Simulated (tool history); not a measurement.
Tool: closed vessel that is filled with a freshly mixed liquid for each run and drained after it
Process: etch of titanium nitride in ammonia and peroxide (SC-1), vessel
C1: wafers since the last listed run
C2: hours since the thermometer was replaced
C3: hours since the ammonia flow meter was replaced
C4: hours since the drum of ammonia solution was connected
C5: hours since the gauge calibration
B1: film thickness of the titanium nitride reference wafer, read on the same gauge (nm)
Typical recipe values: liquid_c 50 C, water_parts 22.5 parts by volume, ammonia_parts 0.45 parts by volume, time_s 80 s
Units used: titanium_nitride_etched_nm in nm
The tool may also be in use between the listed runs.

run 1 hour=0 | liquid_c=50 water_parts=22.5 ammonia_parts=0.6 time_s=80 | C1=0 C2=5.8 C3=921.2 C4=946 C5=173.2 | B1=79.98 | titanium_nitride_etched_nm=4.05
run 2 hour=12.8 | liquid_c=44 water_parts=22.5 ammonia_parts=0.45 time_s=80 | C1=994 C2=18.6 C3=934 C4=958.8 C5=186 | B1=79.99 | titanium_nitride_etched_nm=2.47
run 3 hour=28.4 | liquid_c=44 water_parts=22.5 ammonia_parts=0.45 time_s=80 | C1=1212 C2=34.2 C3=949.6 C4=974.4 C5=201.6 | B1=80.02 | titanium_nitride_etched_nm=2.45
-- hour=35.8 new drum of ammonia solution connected
run 4 hour=57 | liquid_c=50 water_parts=22.5 ammonia_parts=0.45 time_s=80 | C1=2145 C2=62.8 C3=978.2 C4=21.2 C5=230.2 | B1=80 | titanium_nitride_etched_nm=3.74
run 5 hour=67.9 | liquid_c=50 water_parts=22.5 ammonia_parts=0.45 time_s=80 | C1=847 C2=73.7 C3=989.1 C4=32.1 C5=241.1 | B1=79.98 | titanium_nitride_etched_nm=3.77
run 6 hour=85.3 | liquid_c=50 water_parts=22.5 ammonia_parts=0.45 time_s=80 | C1=1352 C2=91.1 C3=1006.5 C4=49.5 C5=258.5 | B1=80 | titanium_nitride_etched_nm=3.76
run 7 hour=98.7 | liquid_c=50 water_parts=22.5 ammonia_parts=0.45 time_s=80 | C1=1041 C2=104.5 C3=1019.9 C4=62.9 C5=271.9 | B1=80 | titanium_nitride_etched_nm=3.77
run 8 hour=108 | liquid_c=50 water_parts=22.5 ammonia_parts=0.45 time_s=80 | C1=722 C2=113.8 C3=1029.2 C4=72.2 C5=281.2 | B1=79.99 | titanium_nitride_etched_nm=3.78
-- hour=110.6 thermometer replaced, repeated, since the last time left the tool worse
run 9 hour=123.1 | liquid_c=50 water_parts=22.5 ammonia_parts=0.45 time_s=80 | C1=1095 C2=12.5 C3=1044.3 C4=87.3 C5=296.3 | B1=79.99 | titanium_nitride_etched_nm=4.73
-- hour=134.6 ammonia flow meter replaced
run 10 hour=136.2 | liquid_c=50 water_parts=22.5 ammonia_parts=0.45 time_s=80 | C1=940 C2=25.6 C3=1.6 C4=100.4 C5=309.4 | B1=80 | titanium_nitride_etched_nm=4.67
-- hour=142.4 gauge calibrated
run 11 hour=142.5 | liquid_c=52.5 water_parts=22.5 ammonia_parts=0.45 time_s=110 | C1=489 C2=31.9 C3=7.9 C4=106.7 C5=0.1 | B1=80 | titanium_nitride_etched_nm=7.7
run 12 hour=167.9 | liquid_c=50 water_parts=29 ammonia_parts=0.45 time_s=80 | C1=1974 C2=57.3 C3=33.3 C4=132.1 C5=25.5 | B1=80.02 | titanium_nitride_etched_nm=4.03
run 13 hour=185.2 | liquid_c=50 water_parts=33 ammonia_parts=0.55 time_s=80 | C1=1344 C2=74.6 C3=50.6 C4=149.4 C5=42.8 | B1=79.99 | titanium_nitride_etched_nm=3.88
run 14 hour=194 | liquid_c=54 water_parts=16 ammonia_parts=0.45 time_s=60 | C1=683 C2=83.4 C3=59.4 C4=158.2 C5=51.6 | B1=80.02 | titanium_nitride_etched_nm=5.56
run 15 hour=210.2 | liquid_c=50 water_parts=22.5 ammonia_parts=0.45 time_s=80 | C1=1259 C2=99.6 C3=75.6 C4=174.4 C5=67.8 | B1=80.01 | titanium_nitride_etched_nm=4.61
run 16 hour=221.6 | liquid_c=45.5 water_parts=22.5 ammonia_parts=0.3 time_s=115 | C1=886 C2=111 C3=87 C4=185.8 C5=79.2 | B1=79.98 | titanium_nitride_etched_nm=4.54
run 17 hour=228.5 | liquid_c=53.5 water_parts=22.5 ammonia_parts=0.45 time_s=80 | C1=536 C2=117.9 C3=93.9 C4=192.7 C5=86.1 | B1=80.01 | titanium_nitride_etched_nm=5.94
run 18 hour=238.7 | liquid_c=50 water_parts=26.5 ammonia_parts=0.45 time_s=45 | C1=792 C2=128.1 C3=104.1 C4=202.9 C5=96.3 | B1=80.01 | titanium_nitride_etched_nm=2.39
run 19 hour=248.5 | liquid_c=60 water_parts=15 ammonia_parts=0.3 time_s=100 | C1=761 C2=137.9 C3=113.9 C4=212.7 C5=106.1 | B1=80.01 | titanium_nitride_etched_nm=13.3
run 20 hour=255 | liquid_c=59.5 water_parts=33.5 ammonia_parts=0.65 time_s=80 | C1=505 C2=144.4 C3=120.4 C4=219.2 C5=112.6 | B1=80.01 | titanium_nitride_etched_nm=7.57
run 21 hour=272.8 | liquid_c=50 water_parts=22.5 ammonia_parts=0.45 time_s=80 | C1=1383 C2=162.2 C3=138.2 C4=237 C5=130.4 | B1=79.98 | titanium_nitride_etched_nm=4.65
run 22 hour=286.1 | liquid_c=50 water_parts=22.5 ammonia_parts=0.45 time_s=80 | C1=1033 C2=175.5 C3=151.5 C4=250.3 C5=143.7 | B1=80.01 | titanium_nitride_etched_nm=4.64
run 23 hour=294 | liquid_c=50 water_parts=22.5 ammonia_parts=0.45 time_s=80 | C1=613 C2=183.4 C3=159.4 C4=258.2 C5=151.6 | B1=80 | titanium_nitride_etched_nm=4.59
run 24 hour=310.3 | liquid_c=50 water_parts=32.5 ammonia_parts=0.55 time_s=80 | C1=1266 C2=199.7 C3=175.7 C4=274.5 C5=167.9 | B1=79.98 | titanium_nitride_etched_nm=3.85
run 25 hour=321.1 | liquid_c=50 water_parts=12 ammonia_parts=0.6 time_s=80 | C1=839 C2=210.5 C3=186.5 C4=285.3 C5=178.7 | B1=80 | titanium_nitride_etched_nm=6.77
run 26 hour=330.4 | liquid_c=46 water_parts=29.5 ammonia_parts=0.65 time_s=30 | C1=722 C2=219.8 C3=195.8 C4=294.6 C5=188 | B1=79.99 | titanium_nitride_etched_nm=1.19
run 27 hour=338.3 | liquid_c=58 water_parts=22.5 ammonia_parts=0.35 time_s=35 | C1=613 C2=227.7 C3=203.7 C4=302.5 C5=195.9 | B1=80 | titanium_nitride_etched_nm=3.26
run 28 hour=355.5 | liquid_c=54 water_parts=22.5 ammonia_parts=0.25 time_s=80 | C1=1336 C2=244.9 C3=220.9 C4=319.7 C5=213.1 | B1=80.03 | titanium_nitride_etched_nm=5.36
run 29 hour=363.5 | liquid_c=54 water_parts=15.5 ammonia_parts=0.3 time_s=100 | C1=621 C2=252.9 C3=228.9 C4=327.7 C5=221.1 | B1=79.99 | titanium_nitride_etched_nm=8.59

Consider 3 possible next runs. They are alternatives, not a sequence: every one starts from the tool as it was left by run 29. What does each give?
run A hour=364.2 | liquid_c=50 water_parts=28 ammonia_parts=0.45 time_s=80 | C1=54 C2=253.6 C3=229.6 C4=328.4 C5=221.8 | B1=? | titanium_nitride_etched_nm=?
run B hour=364.2 | liquid_c=41 water_parts=22.5 ammonia_parts=0.45 time_s=120 | C1=54 C2=253.6 C3=229.6 C4=328.4 C5=221.8 | B1=? | titanium_nitride_etched_nm=?
run C hour=364.2 | liquid_c=46.5 water_parts=26.5 ammonia_parts=0.55 time_s=55 | C1=54 C2=253.6 C3=229.6 C4=328.4 C5=221.8 | B1=? | titanium_nitride_etched_nm=?

run=A B1=80.02 titanium_nitride_etched_nm=4
run=B B1=80.02 titanium_nitride_etched_nm=3.56
run=C B1=80.02 titanium_nitride_etched_nm=2.3
Without the tool's unlogged condition, the same runs would have read:
run=A titanium_nitride_etched_nm=4.14
run=B titanium_nitride_etched_nm=3.69
run=C titanium_nitride_etched_nm=2.38

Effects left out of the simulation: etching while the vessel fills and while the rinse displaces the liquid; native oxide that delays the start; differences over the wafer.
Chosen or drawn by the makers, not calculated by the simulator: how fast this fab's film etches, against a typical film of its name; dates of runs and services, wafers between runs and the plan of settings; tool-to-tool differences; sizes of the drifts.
